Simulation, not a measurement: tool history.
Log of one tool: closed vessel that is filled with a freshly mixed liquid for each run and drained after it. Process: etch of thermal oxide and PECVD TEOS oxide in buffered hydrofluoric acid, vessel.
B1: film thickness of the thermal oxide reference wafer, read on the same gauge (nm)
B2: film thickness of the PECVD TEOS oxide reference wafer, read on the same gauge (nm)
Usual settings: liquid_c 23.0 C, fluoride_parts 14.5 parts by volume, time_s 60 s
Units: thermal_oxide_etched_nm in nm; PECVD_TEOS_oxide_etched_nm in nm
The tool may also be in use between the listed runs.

Run 1, hour 0.0: usual settings; B1 126.81; B2 126.81. Result: thermal_oxide_etched_nm 40.28 nm, PECVD_TEOS_oxide_etched_nm 88.24 nm.
Run 2, hour 31.5: usual settings; B1 126.54; B2 126.50. Result: thermal_oxide_etched_nm 39.98 nm, PECVD_TEOS_oxide_etched_nm 89.84 nm.
Run 3, hour 65.4: usual settings; B1 126.22; B2 126.26. Result: thermal_oxide_etched_nm 40.19 nm, PECVD_TEOS_oxide_etched_nm 87.37 nm.
At hour 130.0: gauge calibrated.
Run 4, hour 161.2: usual settings; B1 129.71; B2 129.71. Result: thermal_oxide_etched_nm 41.36 nm, PECVD_TEOS_oxide_etched_nm 90.13 nm.
Run 5, hour 182.7: usual settings; B1 129.69; B2 129.72. Result: thermal_oxide_etched_nm 41.34 nm, PECVD_TEOS_oxide_etched_nm 90.65 nm.
At hour 190.6: hydrofluoric acid flow meter replaced.
At hour 202.0: thermometer replaced.
Run 6, hour 280.4: usual settings; B1 129.62; B2 129.60. Result: thermal_oxide_etched_nm 41.06 nm, PECVD_TEOS_oxide_etched_nm 91.07 nm.
Run 7, hour 369.2: usual settings; B1 129.37; B2 129.36. Result: thermal_oxide_etched_nm 40.90 nm, PECVD_TEOS_oxide_etched_nm 91.00 nm.
Run 8, hour 384.7: usual settings but liquid_c 24.0 C; B1 129.35; B2 129.37. Result: thermal_oxide_etched_nm 43.55 nm, PECVD_TEOS_oxide_etched_nm 94.89 nm.
Run 9, hour 397.2: usual settings but fluoride_parts 18.0 parts by volume, time_s 40 s; B1 129.28; B2 129.33. Result: thermal_oxide_etched_nm 21.99 nm, PECVD_TEOS_oxide_etched_nm 47.99 nm.
Run 10, hour 426.8: usual settings but liquid_c 24.5 C; B1 129.21; B2 129.18. Result: thermal_oxide_etched_nm 44.71 nm, PECVD_TEOS_oxide_etched_nm 97.67 nm.
Run 11, hour 463.2: usual settings but liquid_c 27.5 C, fluoride_parts 11.5 parts by volume, time_s 90 s; B1 129.01; B2 129.08. Result: thermal_oxide_etched_nm 98.09 nm, PECVD_TEOS_oxide_etched_nm 218.99 nm.
Run 12, hour 485.5: usual settings but liquid_c 27.5 C, fluoride_parts 12.5 parts by volume; B1 128.97; B2 129.00. Result: thermal_oxide_etched_nm 60.65 nm, PECVD_TEOS_oxide_etched_nm 130.38 nm.
Run 13, hour 519.1: usual settings; B1 128.81; B2 128.81. Result: thermal_oxide_etched_nm 40.83 nm, PECVD_TEOS_oxide_etched_nm 90.14 nm.
Run 14, hour 552.3: usual settings; B1 128.68; B2 128.74. Result: thermal_oxide_etched_nm 40.67 nm, PECVD_TEOS_oxide_etched_nm 88.85 nm.
Run 15, hour 577.8: usual settings but fluoride_parts 20.5 parts by volume; B1 128.58; B2 128.57. Result: thermal_oxide_etched_nm 29.52 nm, PECVD_TEOS_oxide_etched_nm 65.54 nm.
Run 16, hour 617.9: usual settings but liquid_c 28.0 C, time_s 85 s; B1 128.36; B2 128.40. Result: thermal_oxide_etched_nm 75.25 nm, PECVD_TEOS_oxide_etched_nm 165.56 nm.
Run 17, hour 653.8: usual settings but fluoride_parts 16.5 parts by volume; B1 128.15; B2 128.15. Result: thermal_oxide_etched_nm 35.87 nm, PECVD_TEOS_oxide_etched_nm 76.77 nm.
Run 18, hour 681.1: usual settings; B1 128.01; B2 127.93. Result: thermal_oxide_etched_nm 40.56 nm, PECVD_TEOS_oxide_etched_nm 89.56 nm.
Run 19, hour 693.6: usual settings but time_s 75 s; B1 127.91; B2 127.91. Result: thermal_oxide_etched_nm 50.67 nm, PECVD_TEOS_oxide_etched_nm 111.12 nm.
Run 20, hour 727.4: usual settings but fluoride_parts 19.5 parts by volume; B1 127.65; B2 127.71. Result: thermal_oxide_etched_nm 30.22 nm, PECVD_TEOS_oxide_etched_nm 66.80 nm.
Run 21, hour 757.2: usual settings but liquid_c 19.5 C, time_s 40 s; B1 127.50; B2 127.46. Result: thermal_oxide_etched_nm 22.27 nm, PECVD_TEOS_oxide_etched_nm 49.32 nm.
Run 22, hour 788.7: usual settings but liquid_c 26.0 C, fluoride_parts 9.0 parts by volume, time_s 75 s; B1 127.24; B2 127.30. Result: thermal_oxide_etched_nm 90.54 nm, PECVD_TEOS_oxide_etched_nm 203.15 nm.
Run 23, hour 809.4: usual settings but liquid_c 19.5 C, fluoride_parts 11.0 parts by volume, time_s 75 s; B1 127.11; B2 127.09. Result: thermal_oxide_etched_nm 54.59 nm, PECVD_TEOS_oxide_etched_nm 118.08 nm.
Run 24, hour 838.1: usual settings but liquid_c 24.0 C; B1 126.85; B2 126.84. Result: thermal_oxide_etched_nm 42.64 nm, PECVD_TEOS_oxide_etched_nm 94.07 nm.
At hour 843.2: thermometer replaced.
Run 25, hour 864.4: usual settings but liquid_c 26.0 C; B1 126.66; B2 126.72. Result: thermal_oxide_etched_nm 47.46 nm, PECVD_TEOS_oxide_etched_nm 102.56 nm.
Run 26, hour 882.9: usual settings but fluoride_parts 11.0 parts by volume; B1 126.55; B2 126.54. Result: thermal_oxide_etched_nm 52.95 nm, PECVD_TEOS_oxide_etched_nm 115.78 nm.

The same runs without the tool's hidden state, with the same run-to-run variation:
The hidden state here: liquid hotter than its thermometer reads (K); hydrofluoric acid flow below the setpoint (%); gauge reads high (%).
run  thermal_oxide_etched_nm  PECVD_TEOS_oxide_etched_nm
  1                    41.30                       90.47
  2                    41.07                       92.30
  3                    41.39                       89.97
  4                    41.45                       90.34
  5                    41.44                       90.88
  6                    41.20                       91.37
  7                    41.10                       91.43
  8                    43.77                       95.38
  9                    22.11                       48.25
 10                    44.98                       98.27
 11                    98.79                      220.56
 12                    61.13                      131.40
 13                    41.19                       90.95
 14                    41.09                       89.75
 15                    29.85                       66.27
 16                    76.21                      167.67
 17                    36.38                       77.87
 18                    41.20                       90.96
 19                    51.50                      112.93
 20                    30.76                       68.00
 21                    22.71                       50.30
 22                    92.49                      207.52
 23                    55.83                      120.77
 24                    43.69                       96.38
 25                    48.71                      105.26
 26                    54.40                      118.97
